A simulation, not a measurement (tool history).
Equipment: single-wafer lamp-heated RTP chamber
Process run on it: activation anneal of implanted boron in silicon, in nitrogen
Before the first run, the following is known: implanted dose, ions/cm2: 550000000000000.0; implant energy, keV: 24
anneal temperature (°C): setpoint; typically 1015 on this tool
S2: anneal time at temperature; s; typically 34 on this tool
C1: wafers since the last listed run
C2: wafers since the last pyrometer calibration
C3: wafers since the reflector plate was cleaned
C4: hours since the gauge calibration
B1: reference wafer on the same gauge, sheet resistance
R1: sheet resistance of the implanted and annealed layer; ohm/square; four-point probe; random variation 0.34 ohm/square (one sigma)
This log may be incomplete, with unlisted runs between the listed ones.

Run 1, hour 0: usual settings but anneal temperature (°C) 1023; C1 0; C2 3199; C3 2737; C4 243.8; B1 217.98. Result: R1 191.94 ohm/square.
Run 2, hour 24.3: usual settings but S2 24 s; C1 342; C2 3542; C3 3079; C4 268.1; B1 218. Result: R1 194.87 ohm/square.
Run 3, hour 60.8: usual settings but S2 24 s; C1 514; C2 4057; C3 3594; C4 304.6; B1 217.86. Result: R1 194.16 ohm/square.
Run 4, hour 91.1: usual settings but S2 24 s; C1 427; C2 4484; C3 4022; C4 334.9; B1 218.09. Result: R1 194.13 ohm/square.
Run 5, hour 140.1: usual settings; C1 691; C2 5175; C3 4713; C4 383.9; B1 217.95. Result: R1 193.48 ohm/square.
Run 6, hour 170.3: usual settings; C1 425; C2 5601; C3 5139; C4 414.1; B1 218.1. Result: R1 192.82 ohm/square.
Run 7, hour 199.1: usual settings but anneal temperature (°C) 997; C1 406; C2 6007; C3 5545; C4 442.9; B1 218. Result: R1 196.71 ohm/square.
Run 8, hour 226.9: usual settings but anneal temperature (°C) 997; C1 392; C2 6400; C3 5937; C4 470.7; B1 217.97. Result: R1 197.57 ohm/square.
At hour 287.8: gauge calibrated.
Run 9, hour 291: usual settings but anneal temperature (°C) 997; C1 904; C2 7304; C3 6841; C4 3.2; B1 218.05. Result: R1 196.95 ohm/square.
Run 10, hour 361.6: usual settings; C1 995; C2 8299; C3 7837; C4 73.8; B1 218.05. Result: R1 193.39 ohm/square.
At hour 391.7: pyrometer window cleaned and pyrometer calibrated.
Run 11, hour 392.2: usual settings; C1 318; C2 7; C3 8156; C4 104.4; B1 217.94. Result: R1 193.12 ohm/square.
At hour 412.5: reflector plate cleaned.
Run 12, hour 428.5: usual settings but S2 44 s; C1 399; C2 406; C3 225; C4 140.7; B1 217.88. Result: R1 191.59 ohm/square.
Run 13, hour 488: usual settings but anneal temperature (°C) 1005, S2 47 s; C1 839; C2 1245; C3 1064; C4 200.2; B1 217.87. Result: R1 192.78 ohm/square.
Run 14, hour 552.6: usual settings but anneal temperature (°C) 989; C1 911; C2 2156; C3 1976; C4 264.8; B1 217.92. Result: R1 196.96 ohm/square.
At hour 603.4: reflector plate cleaned, repeated, since the last time left the tool worse.
Run 15, hour 603.9: usual settings; C1 610; C2 2767; C3 7; C4 316.1; B1 218.02. Result: R1 193.66 ohm/square.
Run 16, hour 654: usual settings; C1 706; C2 3474; C3 713; C4 366.2; B1 217.91. Result: R1 193.9 ohm/square.
Run 17, hour 680: usual settings; C1 366; C2 3840; C3 1080; C4 392.2; B1 218. Result: R1 193.58 ohm/square.
Run 18, hour 743.6: usual settings but anneal temperature (°C) 985, S2 54 s; C1 897; C2 4737; C3 1977; C4 455.8; B1 218.01. Result: R1 200.28 ohm/square.
Run 19, hour 782.5: usual settings but S2 40 s; C1 548; C2 5286; C3 2526; C4 494.7; B1 217.94. Result: R1 192.59 ohm/square.
At hour 825: gauge calibrated.
Run 20, hour 837.3: usual settings but anneal temperature (°C) 1038, S2 20 s; C1 772; C2 6059; C3 3299; C4 12.3; B1 217.97. Result: R1 192.04 ohm/square.
Run 21, hour 863.7: usual settings but anneal temperature (°C) 1003, S2 52 s; C1 372; C2 6432; C3 3671; C4 38.7; B1 218.07. Result: R1 194.34 ohm/square.
Run 22, hour 905.6: usual settings; C1 591; C2 7023; C3 4262; C4 80.6; B1 218.06. Result: R1 193.07 ohm/square.
At hour 920.3: pyrometer window cleaned and pyrometer calibrated.
Run 23, hour 1043.9: usual settings but S2 43 s; C1 1837; C2 1743; C3 6100; C4 218.9; B1 217.91. Result: R1 192.65 ohm/square.
Run 24, hour 1114.5: usual settings; C1 995; C2 2739; C3 7096; C4 289.5; B1 217.91. Result: R1 192.26 ohm/square.

Branching from run 24: 5 alternative next runs. What would each branch give?
Run A, hour 1114.9: usual settings; C1 5; C2 2744; C3 7102; C4 289.9; B1 ?. Result: R1 ?.
Run B, hour 1114.9: usual settings but anneal temperature (°C) 999; C1 5; C2 2744; C3 7102; C4 289.9; B1 ?. Result: R1 ?.
Run C, hour 1114.9: usual settings but S2 21 s; C1 5; C2 2744; C3 7102; C4 289.9; B1 ?. Result: R1 ?.
Run D, hour 1114.9: usual settings but S2 42 s; C1 5; C2 2744; C3 7102; C4 289.9; B1 ?. Result: R1 ?.
Run E, hour 1114.9: usual settings but anneal temperature (°C) 1034, S2 17 s; C1 5; C2 2744; C3 7102; C4 289.9; B1 ?. Result: R1 ?.

run      B1      R1
  A  218.14  192.53
  B  218.14  195.61
  C  218.14  193.69
  D  218.14  191.95
  E  218.14  191.98
The same runs, with their run-to-run variation unchanged, on a tool lacking any hidden condition would have given:
run      R1
  A  193.19
  B  196.83
  C  194.38
  D  192.62
  E  192.37

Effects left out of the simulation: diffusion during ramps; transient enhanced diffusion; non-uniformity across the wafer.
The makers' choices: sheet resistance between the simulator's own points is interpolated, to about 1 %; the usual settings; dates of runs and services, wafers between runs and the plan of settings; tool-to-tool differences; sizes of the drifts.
